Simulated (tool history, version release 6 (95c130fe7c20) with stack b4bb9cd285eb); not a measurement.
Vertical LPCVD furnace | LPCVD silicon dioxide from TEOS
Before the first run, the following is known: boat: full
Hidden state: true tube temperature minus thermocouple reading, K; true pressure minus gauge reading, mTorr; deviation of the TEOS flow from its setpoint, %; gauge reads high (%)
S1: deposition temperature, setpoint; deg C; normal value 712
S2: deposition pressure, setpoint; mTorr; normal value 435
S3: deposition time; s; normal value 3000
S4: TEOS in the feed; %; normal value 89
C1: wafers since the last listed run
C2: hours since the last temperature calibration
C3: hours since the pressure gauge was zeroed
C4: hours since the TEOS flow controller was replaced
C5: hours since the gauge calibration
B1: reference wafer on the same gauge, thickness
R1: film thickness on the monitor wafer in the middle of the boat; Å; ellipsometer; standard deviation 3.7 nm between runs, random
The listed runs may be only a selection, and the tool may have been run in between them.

run 1 hour=0.0 | S1=712 S2=435 S3=2700 S4=89 | C1=0 C2=4211.2 C3=2694.7 C4=2922.5 C5=1379.7 | B1=792.87 | R1=6625.1
run 2 hour=32.0 | S1=712 S2=435 S3=3000 S4=89 | C1=261 C2=4243.2 C3=2726.7 C4=2954.5 C5=1411.7 | B1=792.75 | R1=7374.9
run 3 hour=76.8 | S1=712 S2=435 S3=3000 S4=89 | C1=366 C2=4288.0 C3=2771.5 C4=2999.3 C5=1456.5 | B1=793.46 | R1=7384.5
run 4 hour=107.5 | S1=712 S2=435 S3=3000 S4=89 | C1=251 C2=4318.7 C3=2802.2 C4=3030.0 C5=1487.2 | B1=794.11 | R1=7387.0
run 5 hour=177.7 | S1=712 S2=435 S3=3000 S4=89 | C1=574 C2=4388.9 C3=2872.4 C4=3100.2 C5=1557.4 | B1=794.35 | R1=7320.0
run 6 hour=246.0 | S1=712 S2=435 S3=3000 S4=89 | C1=558 C2=4457.2 C3=2940.7 C4=3168.5 C5=1625.7 | B1=795.42 | R1=7385.0
run 7 hour=310.3 | S1=712 S2=435 S3=3000 S4=89 | C1=525 C2=4521.5 C3=3005.0 C4=3232.8 C5=1690.0 | B1=794.42 | R1=7397.8
run 8 hour=382.0 | S1=712 S2=435 S3=3000 S4=89 | C1=586 C2=4593.2 C3=3076.7 C4=3304.5 C5=1761.7 | B1=795.06 | R1=7380.0
run 9 hour=431.1 | S1=704 S2=435 S3=3000 S4=89 | C1=401 C2=4642.3 C3=3125.8 C4=3353.6 C5=1810.8 | B1=795.22 | R1=6172.5
run 10 hour=465.7 | S1=704 S2=435 S3=3000 S4=89 | C1=283 C2=4676.9 C3=3160.4 C4=3388.2 C5=1845.4 | B1=795.63 | R1=6159.1
-- hour=529.7 pressure gauge zeroed
-- hour=537.7 TEOS flow controller replaced
run 11 hour=538.2 | S1=707 S2=435 S3=3000 S4=89 | C1=330 C2=4749.4 C3=8.5 C4=0.5 C5=1917.9 | B1=794.99 | R1=6578.1
run 12 hour=571.8 | S1=707 S2=435 S3=3000 S4=89 | C1=274 C2=4783.0 C3=42.1 C4=34.1 C5=1951.5 | B1=796.55 | R1=6562.9
run 13 hour=607.4 | S1=712 S2=435 S3=2730 S4=97 | C1=291 C2=4818.6 C3=77.7 C4=69.7 C5=1987.1 | B1=796.19 | R1=6993.0
run 14 hour=676.1 | S1=704 S2=435 S3=3000 S4=89 | C1=561 C2=4887.3 C3=146.4 C4=138.4 C5=2055.8 | B1=796.74 | R1=6179.5
run 15 hour=708.9 | S1=712 S2=435 S3=3000 S4=89 | C1=268 C2=4920.1 C3=179.2 C4=171.2 C5=2088.6 | B1=794.74 | R1=7395.3
run 16 hour=750.7 | S1=712 S2=435 S3=3450 S4=89 | C1=341 C2=4961.9 C3=221.0 C4=213.0 C5=2130.4 | B1=795.75 | R1=8532.1
run 17 hour=814.0 | S1=712 S2=435 S3=3000 S4=78 | C1=517 C2=5025.2 C3=284.3 C4=276.3 C5=2193.7 | B1=797.08 | R1=6948.6
-- hour=840.8 thermocouples replaced and temperature profile calibrated
run 18 hour=849.2 | S1=724 S2=500 S3=3000 S4=89 | C1=91 C2=8.4 C3=319.5 C4=311.5 C5=2228.9 | B1=795.78 | R1=10438.8
run 19 hour=885.6 | S1=712 S2=435 S3=3000 S4=89 | C1=297 C2=44.8 C3=355.9 C4=347.9 C5=2265.3 | B1=796.21 | R1=7415.2
-- hour=902.9 gauge calibrated
run 20 hour=944.3 | S1=712 S2=395 S3=3000 S4=89 | C1=480 C2=103.5 C3=414.6 C4=406.6 C5=41.4 | B1=770.22 | R1=6832.7
run 21 hour=1017.4 | S1=722 S2=480 S3=3000 S4=89 | C1=597 C2=176.6 C3=487.7 C4=479.7 C5=114.5 | B1=772.87 | R1=9474.2
run 22 hour=1047.5 | S1=712 S2=435 S3=3000 S4=89 | C1=246 C2=206.7 C3=517.8 C4=509.8 C5=144.6 | B1=774.04 | R1=7187.4
run 23 hour=1113.3 | S1=700 S2=370 S3=4170 S4=89 | C1=538 C2=272.5 C3=583.6 C4=575.6 C5=210.4 | B1=775.96 | R1=7000.6
run 24 hour=1184.8 | S1=712 S2=435 S3=2190 S4=89 | C1=584 C2=344.0 C3=655.1 C4=647.1 C5=281.9 | B1=778.35 | R1=5304.8
run 25 hour=1218.4 | S1=701 S2=465 S3=3000 S4=89 | C1=274 C2=377.6 C3=688.7 C4=680.7 C5=315.5 | B1=780.34 | R1=5823.9
run 26 hour=1379.6 | S1=716 S2=435 S3=3720 S4=89 | C1=1318 C2=538.8 C3=849.9 C4=841.9 C5=476.7 | B1=782.24 | R1=9927.1
run 27 hour=1471.4 | S1=722 S2=435 S3=2280 S4=95 | C1=750 C2=630.6 C3=941.7 C4=933.7 C5=568.5 | B1=785.37 | R1=7179.2
run 28 hour=1524.0 | S1=702 S2=325 S3=3000 S4=97 | C1=430 C2=683.2 C3=994.3 C4=986.3 C5=621.1 | B1=784.97 | R1=5284.6
run 29 hour=1561.6 | S1=712 S2=495 S3=1980 S4=89 | C1=307 C2=720.8 C3=1031.9 C4=1023.9 C5=658.7 | B1=786.94 | R1=5129.8
run 30 hour=1632.6 | S1=712 S2=530 S3=3000 S4=79 | C1=580 C2=791.8 C3=1102.9 C4=1094.9 C5=729.7 | B1=787.97 | R1=7597.5

5 ways to go on from here, each from the tool as it stands after run 30. What would each give?
run A hour=1637.3 | S1=712 S2=435 S3=3000 S4=89 | C1=38 C2=796.5 C3=1107.6 C4=1099.6 C5=734.4 | B1=? | R1=?
run B hour=1637.3 | S1=706 S2=435 S3=3000 S4=89 | C1=38 C2=796.5 C3=1107.6 C4=1099.6 C5=734.4 | B1=? | R1=?
run C hour=1637.3 | S1=702 S2=365 S3=4110 S4=97 | C1=38 C2=796.5 C3=1107.6 C4=1099.6 C5=734.4 | B1=? | R1=?
run D hour=1637.3 | S1=723 S2=435 S3=3390 S4=97 | C1=38 C2=796.5 C3=1107.6 C4=1099.6 C5=734.4 | B1=? | R1=?
run E hour=1637.3 | S1=704 S2=475 S3=2580 S4=80 | C1=38 C2=796.5 C3=1107.6 C4=1099.6 C5=734.4 | B1=? | R1=?

run=A B1=788.12 R1=7371.8
run=B B1=788.12 R1=6428.1
run=C B1=788.12 R1=7679.4
run=D B1=788.12 R1=11130.7
run=E B1=788.12 R1=5230.5
With no hidden state in the tool, these same runs would have given:
run=A R1=7229.0
run=B R1=6303.6
run=C R1=7530.6
run=D R1=10915.1
run=E R1=5129.1

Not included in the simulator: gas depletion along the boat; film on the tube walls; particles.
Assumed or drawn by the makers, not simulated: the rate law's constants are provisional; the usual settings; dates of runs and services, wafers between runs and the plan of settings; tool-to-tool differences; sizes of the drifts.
